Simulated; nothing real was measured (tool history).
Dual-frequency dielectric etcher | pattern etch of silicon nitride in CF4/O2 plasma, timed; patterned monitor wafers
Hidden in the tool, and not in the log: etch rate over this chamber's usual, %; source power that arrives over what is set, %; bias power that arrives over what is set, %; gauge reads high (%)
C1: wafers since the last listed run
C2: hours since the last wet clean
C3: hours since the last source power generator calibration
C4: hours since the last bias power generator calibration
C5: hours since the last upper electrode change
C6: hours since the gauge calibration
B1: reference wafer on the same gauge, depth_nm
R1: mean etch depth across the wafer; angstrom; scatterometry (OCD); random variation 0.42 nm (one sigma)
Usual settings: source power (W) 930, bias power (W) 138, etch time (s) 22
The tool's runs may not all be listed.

run 1 day=0 | source_power_(W)=800 bias_power_(W)=138 etch_time_(s)=22 | C1=0 C2=21 C3=2359.6 C4=1563.5 C5=3767.2 C6=932.8 | B1=61.5 | R1=595
run 2 day=1.529 | source_power_(W)=800 bias_power_(W)=138 etch_time_(s)=22 | C1=479 C2=57.7 C3=2396.3 C4=1600.2 C5=3803.9 C6=969.5 | B1=61.6 | R1=601
run 3 day=3.854 | source_power_(W)=800 bias_power_(W)=138 etch_time_(s)=22 | C1=729 C2=113.5 C3=2452.1 C4=1656 C5=3859.7 C6=1025.3 | B1=61.6 | R1=602
run 4 day=7.067 | source_power_(W)=930 bias_power_(W)=138 etch_time_(s)=22 | C1=1007 C2=190.6 C3=2529.2 C4=1733.1 C5=3936.8 C6=1102.4 | B1=61.5 | R1=715
run 5 day=11.154 | source_power_(W)=930 bias_power_(W)=138 etch_time_(s)=22 | C1=1281 C2=288.7 C3=2627.3 C4=1831.2 C5=4034.9 C6=1200.5 | B1=61.8 | R1=711
run 6 day=13.925 | source_power_(W)=930 bias_power_(W)=138 etch_time_(s)=22 | C1=868 C2=355.2 C3=2693.8 C4=1897.7 C5=4101.4 C6=1267 | B1=61.6 | R1=720
run 7 day=16.233 | source_power_(W)=930 bias_power_(W)=138 etch_time_(s)=22 | C1=723 C2=410.6 C3=2749.2 C4=1953.1 C5=4156.8 C6=1322.4 | B1=61.6 | R1=707
run 8 day=20.712 | source_power_(W)=1090 bias_power_(W)=138 etch_time_(s)=22 | C1=1404 C2=518.1 C3=2856.7 C4=2060.6 C5=4264.3 C6=1429.9 | B1=61.7 | R1=833
-- day=22.725 wet clean of the chamber
-- day=23.042 bias power generator calibrated
run 9 day=23.175 | source_power_(W)=1090 bias_power_(W)=138 etch_time_(s)=22 | C1=406 C2=10.8 C3=2915.8 C4=3.2 C5=4323.4 C6=1489 | B1=61.6 | R1=838
run 10 day=26.421 | source_power_(W)=1090 bias_power_(W)=138 etch_time_(s)=22 | C1=1017 C2=88.7 C3=2993.7 C4=81.1 C5=4401.3 C6=1566.9 | B1=61.6 | R1=842
run 11 day=28.529 | source_power_(W)=930 bias_power_(W)=138 etch_time_(s)=22 | C1=661 C2=139.3 C3=3044.3 C4=131.7 C5=4451.9 C6=1617.5 | B1=61.7 | R1=712
run 12 day=30.354 | source_power_(W)=930 bias_power_(W)=138 etch_time_(s)=22 | C1=572 C2=183.1 C3=3088.1 C4=175.5 C5=4495.7 C6=1661.3 | B1=61.6 | R1=709
run 13 day=32.804 | source_power_(W)=930 bias_power_(W)=138 etch_time_(s)=22 | C1=768 C2=241.9 C3=3146.9 C4=234.3 C5=4554.5 C6=1720.1 | B1=61.7 | R1=709
run 14 day=34.942 | source_power_(W)=1090 bias_power_(W)=166 etch_time_(s)=20 | C1=670 C2=293.2 C3=3198.2 C4=285.6 C5=4605.8 C6=1771.4 | B1=61.6 | R1=812
run 15 day=38.942 | source_power_(W)=1140 bias_power_(W)=138 etch_time_(s)=22 | C1=1254 C2=389.2 C3=3294.2 C4=381.6 C5=4701.8 C6=1867.4 | B1=61.7 | R1=881
-- day=40.846 upper electrode replaced
run 16 day=42.167 | source_power_(W)=930 bias_power_(W)=138 etch_time_(s)=22 | C1=697 C2=466.6 C3=3371.6 C4=459 C5=31.7 C6=1944.8 | B1=61.6 | R1=707
-- day=44.358 source power generator calibrated
run 17 day=44.375 | source_power_(W)=930 bias_power_(W)=138 etch_time_(s)=22 | C1=640 C2=519.6 C3=0.4 C4=512 C5=84.7 C6=1997.8 | B1=61.8 | R1=709
run 18 day=46.504 | source_power_(W)=930 bias_power_(W)=138 etch_time_(s)=22 | C1=667 C2=570.7 C3=51.5 C4=563.1 C5=135.8 C6=2048.9 | B1=61.6 | R1=710
run 19 day=48.429 | source_power_(W)=800 bias_power_(W)=138 etch_time_(s)=26 | C1=603 C2=616.9 C3=97.7 C4=609.3 C5=182 C6=2095.1 | B1=61.6 | R1=714
-- day=50.558 gauge calibrated
run 20 day=50.588 | source_power_(W)=930 bias_power_(W)=170 etch_time_(s)=22 | C1=676 C2=668.7 C3=149.5 C4=661.1 C5=233.8 C6=0.7 | B1=61.6 | R1=763
-- day=52.5 wet clean of the chamber
run 21 day=53.8 | source_power_(W)=930 bias_power_(W)=138 etch_time_(s)=28 | C1=693 C2=31.2 C3=226.6 C4=738.2 C5=310.9 C6=77.8 | B1=61.7 | R1=898
run 22 day=56.058 | source_power_(W)=1010 bias_power_(W)=138 etch_time_(s)=22 | C1=708 C2=85.4 C3=280.8 C4=792.4 C5=365.1 C6=132 | B1=61.6 | R1=771
run 23 day=58.004 | source_power_(W)=740 bias_power_(W)=163 etch_time_(s)=19 | C1=610 C2=132.1 C3=327.5 C4=839.1 C5=411.8 C6=178.7 | B1=61.7 | R1=509
run 24 day=69.138 | source_power_(W)=930 bias_power_(W)=150 etch_time_(s)=27.5 | C1=3491 C2=399.3 C3=594.7 C4=1106.3 C5=679 C6=445.9 | B1=61.6 | R1=918
run 25 day=71.5 | source_power_(W)=930 bias_power_(W)=138 etch_time_(s)=16.5 | C1=740 C2=456 C3=651.4 C4=1163 C5=735.7 C6=502.6 | B1=61.7 | R1=529
run 26 day=74.362 | source_power_(W)=930 bias_power_(W)=138 etch_time_(s)=22 | C1=897 C2=524.7 C3=720.1 C4=1231.7 C5=804.4 C6=571.3 | B1=61.5 | R1=710
run 27 day=76.929 | source_power_(W)=930 bias_power_(W)=138 etch_time_(s)=22 | C1=804 C2=586.3 C3=781.7 C4=1293.3 C5=866 C6=632.9 | B1=61.7 | R1=708
-- day=81.642 wet clean of the chamber
run 28 day=81.662 | source_power_(W)=1070 bias_power_(W)=112 etch_time_(s)=28 | C1=1170 C2=0.5 C3=895.3 C4=1406.9 C5=979.6 C6=746.5 | B1=61.6 | R1=992
run 29 day=85.683 | source_power_(W)=930 bias_power_(W)=138 etch_time_(s)=22 | C1=1260 C2=97 C3=991.8 C4=1503.4 C5=1076.1 C6=843 | B1=61.7 | R1=706

5 ways to go on from here, each from the tool as it stands after run 29. What would each give?
run A day=85.7 | source_power_(W)=810 bias_power_(W)=138 etch_time_(s)=22 | C1=5 C2=97.4 C3=992.2 C4=1503.8 C5=1076.5 C6=843.4 | B1=? | R1=?
run B day=85.7 | source_power_(W)=1130 bias_power_(W)=138 etch_time_(s)=26 | C1=5 C2=97.4 C3=992.2 C4=1503.8 C5=1076.5 C6=843.4 | B1=? | R1=?
run C day=85.7 | source_power_(W)=1050 bias_power_(W)=156 etch_time_(s)=26 | C1=5 C2=97.4 C3=992.2 C4=1503.8 C5=1076.5 C6=843.4 | B1=? | R1=?
run D day=85.7 | source_power_(W)=1160 bias_power_(W)=127 etch_time_(s)=22 | C1=5 C2=97.4 C3=992.2 C4=1503.8 C5=1076.5 C6=843.4 | B1=? | R1=?
run E day=85.7 | source_power_(W)=930 bias_power_(W)=170 etch_time_(s)=27 | C1=5 C2=97.4 C3=992.2 C4=1503.8 C5=1076.5 C6=843.4 | B1=? | R1=?

run=A B1=61.5 R1=607
run=B B1=61.5 R1=1018
run=C B1=61.5 R1=980
run=D B1=61.5 R1=864
run=E B1=61.5 R1=922
Without the tool's hidden state the same runs would have given:
run=A R1=607
run=B R1=1018
run=C R1=980
run=D R1=864
run=E R1=922

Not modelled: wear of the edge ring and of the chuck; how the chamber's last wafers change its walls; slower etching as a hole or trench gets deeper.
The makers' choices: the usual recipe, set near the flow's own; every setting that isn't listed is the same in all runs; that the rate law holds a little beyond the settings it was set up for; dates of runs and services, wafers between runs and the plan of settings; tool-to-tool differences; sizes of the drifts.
